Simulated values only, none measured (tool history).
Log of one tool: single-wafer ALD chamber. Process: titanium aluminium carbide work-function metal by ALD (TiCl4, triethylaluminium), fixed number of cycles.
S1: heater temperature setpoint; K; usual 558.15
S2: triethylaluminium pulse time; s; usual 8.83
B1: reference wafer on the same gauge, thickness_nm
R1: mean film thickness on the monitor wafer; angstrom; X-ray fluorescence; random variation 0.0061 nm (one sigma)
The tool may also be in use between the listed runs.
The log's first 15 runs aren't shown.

At day 37.183: gauge calibrated.
Run 16, day 38.442: usual settings but S2 10.51 s; B1 1.970. Result: R1 20.24 angstrom.
Run 17, day 40.075: usual settings but S1 550.15 K; B1 1.971. Result: R1 19.11 angstrom.
Run 18, day 42.450: usual settings but S1 552.15 K, S2 10.35 s; B1 1.971. Result: R1 19.75 angstrom.
Run 19, day 45.192: usual settings but S1 572.15 K, S2 6.52 s; B1 1.972. Result: R1 19.65 angstrom.
At day 47.804: triethylaluminium bottle replaced.
Run 20, day 48.008: usual settings but S1 564.15 K, S2 10.27 s; B1 1.968. Result: R1 20.85 angstrom.
Run 21, day 49.638: usual settings but S1 548.15 K; B1 1.970. Result: R1 19.05 angstrom.
Run 22, day 51.888: usual settings but S1 562.15 K, S2 5.53 s; B1 1.969. Result: R1 17.86 angstrom.
Run 23, day 53.971: usual settings; B1 1.970. Result: R1 19.90 angstrom.
Run 24, day 55.725: usual settings but S1 564.15 K, S2 10.27 s; B1 1.971. Result: R1 20.70 angstrom.
Run 25, day 58.088: usual settings but S1 546.15 K, S2 11.32 s; B1 1.969. Result: R1 19.40 angstrom.
Run 26, day 60.967: usual settings but S2 10.53 s; B1 1.972. Result: R1 20.40 angstrom.
Run 27, day 62.892: usual settings; B1 1.970. Result: R1 19.92 angstrom.
Run 28, day 63.950: usual settings but S2 10.58 s; B1 1.971. Result: R1 20.39 angstrom.
Run 29, day 66.321: usual settings but S1 570.15 K, S2 9.86 s; B1 1.970. Result: R1 21.15 angstrom.
Run 30, day 68.471: usual settings but S1 544.15 K, S2 6.99 s; B1 1.968. Result: R1 17.97 angstrom.
Run 31, day 70.821: usual settings but S1 547.15 K, S2 6.32 s; B1 1.972. Result: R1 17.62 angstrom.
Run 32, day 73.708: usual settings; B1 1.968. Result: R1 19.87 angstrom.

5 ways to go on from here, each from the tool as it stands after run 32. What would each give?
Run A, day 73.725: usual settings but S2 11.47 s; B1 ?. Result: R1 ?.
Run B, day 73.725: usual settings but S1 550.15 K, S2 11.12 s; B1 ?. Result: R1 ?.
Run C, day 73.725: usual settings but S1 547.15 K, S2 10.43 s; B1 ?. Result: R1 ?.
Run D, day 73.725: usual settings but S1 563.15 K, S2 11.00 s; B1 ?. Result: R1 ?.
Run E, day 73.725: usual settings but S1 553.15 K; B1 ?. Result: R1 ?.

run     B1     R1
  A  1.971  20.53
  B  1.971  19.82
  C  1.971  19.46
  D  1.971  20.86
  E  1.971  19.52
Without the tool's hidden state the same runs would have given:
run     R1
  A  20.22
  B  19.53
  C  19.17
  D  20.56
  E  19.23

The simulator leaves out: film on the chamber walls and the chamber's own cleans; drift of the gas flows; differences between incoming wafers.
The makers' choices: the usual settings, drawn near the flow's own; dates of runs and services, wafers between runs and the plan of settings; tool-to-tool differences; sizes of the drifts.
